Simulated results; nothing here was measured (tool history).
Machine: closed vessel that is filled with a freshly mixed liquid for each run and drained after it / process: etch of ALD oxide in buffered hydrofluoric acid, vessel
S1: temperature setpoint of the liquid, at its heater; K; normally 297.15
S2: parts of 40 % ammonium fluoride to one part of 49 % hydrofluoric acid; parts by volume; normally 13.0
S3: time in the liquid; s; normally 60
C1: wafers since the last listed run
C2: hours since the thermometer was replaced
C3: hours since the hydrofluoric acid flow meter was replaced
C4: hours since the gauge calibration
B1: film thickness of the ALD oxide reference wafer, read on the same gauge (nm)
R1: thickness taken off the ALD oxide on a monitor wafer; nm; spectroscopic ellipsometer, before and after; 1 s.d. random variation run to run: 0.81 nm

run   hour      S1    S2  S3     C1      C2      C3     C4     B1      R1
  1    0.0  300.65  10.0  60      0  2267.3  2285.6  133.5  90.02  268.62
  2   43.3  300.65  10.0  60   4665  2310.6  2328.9  176.8  89.97  268.98
  3  100.0  300.65  10.0  60   6108  2367.3  2385.6  233.5  90.01  270.49
  4  139.6  299.15  13.0  60   4266  2406.9  2425.2  273.1  90.00  192.33
  5  205.9  299.15  13.0  60   7143  2473.2  2491.5  339.4  90.03  190.03
     305.4  -- thermometer replaced
     315.5  -- hydrofluoric acid flow meter replaced
  6  416.9  297.15  13.0  60  22517   111.5   101.4  550.4  89.93  187.06
  7  464.0  297.15  13.0  60   5074   158.6   148.5  597.5  90.02  186.94
  8  501.7  300.15  17.5  75   4061   196.3   186.2  635.2  89.99  202.23
  9  570.4  300.65  10.0  60   7401   265.0   254.9  703.9  89.97  288.12
     612.2  -- gauge calibrated
 10  614.3  297.15  13.0  60   4729   308.9   298.8    2.1  89.99  187.18
 11  638.9  293.65  15.5  80   2650   333.5   323.4   26.7  90.03  170.64
 12  699.9  293.65  13.0  60   6572   394.5   384.4   87.7  89.99  153.03
 13  730.0  292.65  11.5  35   3242   424.6   414.5  117.8  90.06   94.92
 14  789.6  295.15  14.5  60   6421   484.2   474.1  177.4  90.02  148.38

Here are 4 independent what-if runs from the current tool condition. What would each one return?
  A  790.3  297.15  13.0  60  75  484.9  474.8  178.1   ?   ?
  B  790.3  292.15  13.0  60  75  484.9  474.8  178.1   ?   ?
  C  790.3  300.65   8.5  80  75  484.9  474.8  178.1   ?   ?
  D  790.3  297.15   9.5  30  75  484.9  474.8  178.1   ?   ?

run     B1      R1
  A  90.04  183.64
  B  90.04  139.14
  C  90.04  433.03
  D  90.04  123.67
The same runs, with their run-to-run variation unchanged, on a tool lacking any hidden condition would have given:
run      R1
  A  188.56
  B  142.88
  C  445.86
  D  125.79
